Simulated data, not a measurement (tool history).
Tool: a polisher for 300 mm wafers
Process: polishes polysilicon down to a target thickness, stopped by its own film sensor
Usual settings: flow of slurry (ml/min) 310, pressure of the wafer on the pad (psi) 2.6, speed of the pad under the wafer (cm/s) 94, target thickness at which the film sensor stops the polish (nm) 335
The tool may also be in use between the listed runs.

| run | hour | flow of slurry (ml/min) | pressure of the wafer on the pad (psi) | speed of the pad under the wafer (cm/s) | target thickness at which the film sensor stops the polish (nm) | incoming thickness of the incoming film, nm | time until the film sensor stopped the polish (s) |
|---|---|---|---|---|---|---|---|
| 1 | 0 | 360 | 2.6 | 94 | 335 | 852.2 | 77.6 |
|  | 31.1 | slurry nozzle cleaned |
| 2 | 47.2 | 360 | 2.6 | 94 | 335 | 849.1 | 77.6 |
| 3 | 74.6 | 310 | 2.6 | 94 | 335 | 843.4 | 77.1 |
| 4 | 137.7 | 310 | 2.4 | 94 | 335 | 860.5 | 89 |
|  | 156.8 | worn pad replaced by a new one |
| 5 | 165.8 | 310 | 2.4 | 94 | 335 | 861 | 82.7 |
| 6 | 214.1 | 310 | 2.6 | 94 | 335 | 848 | 74.5 |
| 7 | 241.4 | 310 | 2.6 | 94 | 335 | 844.3 | 74.5 |
| 8 | 297.9 | 310 | 2.6 | 94 | 335 | 867.2 | 76.8 |
| 9 | 347.7 | 275 | 2.6 | 94 | 335 | 839.3 | 75.4 |
| 10 | 414.2 | 310 | 2.6 | 94 | 335 | 840.5 | 79 |
| 11 | 438.6 | 310 | 2.6 | 94 | 335 | 855.9 | 82.2 |
|  | 456.7 | worn pad replaced by a new one |
|  | 457.9 | slurry nozzle cleaned |
| 12 | 507.6 | 310 | 2.6 | 94 | 335 | 869.1 | 78.3 |
| 13 | 572.2 | 310 | 2.6 | 94 | 335 | 845.5 | 74 |
| 14 | 633 | 280 | 2.6 | 94 | 335 | 852.5 | 78.1 |
| 15 | 690.4 | 310 | 2.6 | 94 | 335 | 857.1 | 79.6 |
| 16 | 726.2 | 310 | 2.6 | 94 | 335 | 842.5 | 79.4 |
| 17 | 782.9 | 310 | 3 | 114 | 335 | 851.5 | 59.5 |
| 18 | 811.8 | 310 | 2.6 | 94 | 335 | 856.6 | 82.7 |
|  | 824.4 | slurry nozzle cleaned |
|  | 824.6 | worn pad replaced by a new one |
| 19 | 839.1 | 230 | 3.2 | 72 | 335 | 846.3 | 74.4 |
|  | 842.1 | head pressure recalibrated |
| 20 | 879.6 | 255 | 3.1 | 116 | 384 | 840.9 | 46.9 |
| 21 | 947.1 | 310 | 2.1 | 72 | 487 | 855.2 | 84.9 |
| 22 | 993.5 | 310 | 2 | 94 | 335 | 854 | 101.9 |
| 23 | 1056.3 | 310 | 2.6 | 116 | 335 | 859.4 | 65.9 |
| 24 | 1118 | 310 | 2.6 | 94 | 335 | 851.9 | 76.7 |
|  | 1170.6 | worn pad replaced by a new one |
| 25 | 1171.1 | 310 | 2.6 | 112 | 335 | 854.1 | 65.5 |
| 26 | 1197 | 310 | 2.6 | 94 | 335 | 847.8 | 73.3 |
| 27 | 1231.3 | 310 | 3.3 | 108 | 335 | 835.5 | 51.8 |
|  | 1248.1 | slurry nozzle cleaned |
| 28 | 1435.8 | 310 | 2.6 | 76 | 180 | 833.8 | 118.4 |
| 29 | 1463.4 | 310 | 2.6 | 94 | 335 | 863 | 80.9 |
|  | 1486.4 | worn pad replaced by a new one |
| 30 | 1509.3 | 350 | 3.2 | 94 | 335 | 857 | 61.5 |
| 31 | 1540.3 | 210 | 2.6 | 94 | 335 | 849.5 | 77 |
| 32 | 1585.1 | 310 | 2.6 | 122 | 335 | 848.8 | 61.1 |
| 33 | 1653 | 310 | 2.6 | 104 | 335 | 853.1 | 70.9 |

3 ways to go on from here, each from the tool as it stands after run 33. What would each give?
| A | 1653.4 | 310 | 2.2 | 94 | 335 | 862.3 | ? |
| B | 1653.4 | 225 | 3.1 | 72 | 191 | 862.3 | ? |
| C | 1653.4 | 310 | 2.6 | 70 | 289 | 862.3 | ? |

| run | time until the film sensor stopped the polish (s) |
|---|---|
| A | 93.1 |
| B | 105.6 |
| C | 108 |
Without the tool's hidden state the same runs would have given:
| run | time until the film sensor stopped the polish (s) |
|---|---|
| A | 89.6 |
| B | 101.6 |
| C | 103.9 |

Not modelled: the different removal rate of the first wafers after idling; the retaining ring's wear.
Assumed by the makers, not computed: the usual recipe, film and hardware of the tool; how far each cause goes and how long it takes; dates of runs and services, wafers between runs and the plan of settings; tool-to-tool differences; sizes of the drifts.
